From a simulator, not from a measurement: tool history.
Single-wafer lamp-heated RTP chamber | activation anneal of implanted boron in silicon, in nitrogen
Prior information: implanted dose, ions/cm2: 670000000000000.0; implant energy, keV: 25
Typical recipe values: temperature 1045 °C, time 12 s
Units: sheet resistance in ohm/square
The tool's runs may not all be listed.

run    hour  temperature  time  wafers since the last listed run  wafers since the last pyrometer calibration  wafers since the reflector plate was cleaned  hours since the gauge calibration  read-back reference wafer on the same gauge, sheet resistance  sheet resistance
  1     0.0         1045    12                                 0                                          436                                          4693                             1577.7                                                         164.50            168.07
  2   100.9         1045    12                               994                                         1430                                          5687                             1678.6                                                         164.56            167.72
      138.0  -- reflector plate cleaned
  3   158.0         1045    12                               483                                         1914                                           197                             1735.7                                                         164.58            167.94
  4   241.9         1045    12                               826                                         2741                                          1024                             1819.6                                                         164.59            167.71
  5   329.3         1045    12                               861                                         3603                                          1885                             1907.0                                                         164.67            167.82
  6   370.2         1045    12                               403                                         4006                                          2288                             1947.9                                                         164.64            168.18
      433.9  -- pyrometer window cleaned and pyrometer calibrated
  7   470.0         1045    12                               904                                          355                                          3193                             2047.7                                                         164.72            168.07
  8   511.9         1045    12                               412                                          768                                          3606                             2089.6                                                         164.68            167.54
      811.4  -- reflector plate cleaned
  9   811.9         1062    12                              2878                                         3646                                             5                             2389.6                                                         164.80            167.16
      838.8  -- pyrometer window cleaned and pyrometer calibrated
 10   844.2         1062    12                               239                                           53                                           244                             2421.9                                                         164.78            167.76
 11   913.4         1045    12                               682                                          735                                           926                             2491.1                                                         164.82            167.96
 12   965.0         1045    12                               508                                         1244                                          1435                             2542.7                                                         164.77            168.71
     1042.7  -- gauge calibrated
 13  1059.2         1045    12                               928                                         2172                                          2364                               16.5                                                         161.88            164.75
 14  1160.1         1062    15                               994                                         3167                                          3358                              117.4                                                         162.21            164.38
     1250.8  -- pyrometer window cleaned and pyrometer calibrated
 15  1261.9         1054     9                               924                                          109                                          4283                              219.2                                                         162.48            166.15
 16  1321.9         1045    12                               591                                          700                                          4874                              279.2                                                         162.62            165.92
 17  1366.6         1045    12                               440                                         1141                                          5315                              323.9                                                         162.79            165.99
     1409.2  -- reflector plate cleaned
 18  1425.7         1031    10                               503                                         1644                                           162                              383.0                                                         162.95            167.34
 19  1512.3         1063    18                               853                                         2498                                          1016                              469.6                                                         163.04            164.42
 20  1618.3         1045     8                              1044                                         3543                                          2060                              575.6                                                         163.33            166.61
     1646.8  -- pyrometer window cleaned and pyrometer calibrated
 21  1724.2         1016    12                               964                                          762                                          3025                              681.5                                                         163.43            169.73
 22  1801.2         1045    12                               758                                         1521                                          3784                              758.5                                                         163.55            166.96
 23  1874.8         1064    10                               725                                         2247                                          4510                              832.1                                                         163.63            166.39
 24  1950.3         1045    12                               744                                         2991                                          5254                              907.6                                                         163.78            167.16
 25  2016.7         1070    18                               654                                         3645                                          5908                              974.0                                                         163.80            165.36
 26  2067.7         1045    12                               502                                         4148                                          6411                             1025.0                                                         163.93            167.75
     2136.7  -- pyrometer window cleaned and pyrometer calibrated
     2142.0  -- reflector plate cleaned
 27  2142.5         1019     7                               605                                            4                                             4                             1099.8                                                         163.98            170.78
 28  2229.6         1073     7                               858                                          863                                           863                             1186.9                                                         164.02            166.51

4 ways to go on from here, each from the tool as it stands after run 28. What would each give?
  A  2230.0         1045    12                                 3                                          867                                           867                             1187.3                                                              ?                 ?
  B  2230.0         1025     6                                 3                                          867                                           867                             1187.3                                                              ?                 ?
  C  2230.0         1021    12                                 3                                          867                                           867                             1187.3                                                              ?                 ?
  D  2230.0         1069     6                                 3                                          867                                           867                             1187.3                                                              ?                 ?

run  read-back reference wafer on the same gauge, sheet resistance  sheet resistance
  A                                                         164.04            167.31
  B                                                         164.04            170.18
  C                                                         164.04            169.52
  D                                                         164.04            167.27
Without the tool's hidden state the same runs would have given:
run  sheet resistance
  A            165.24
  B            168.07
  C            167.42
  D            165.20
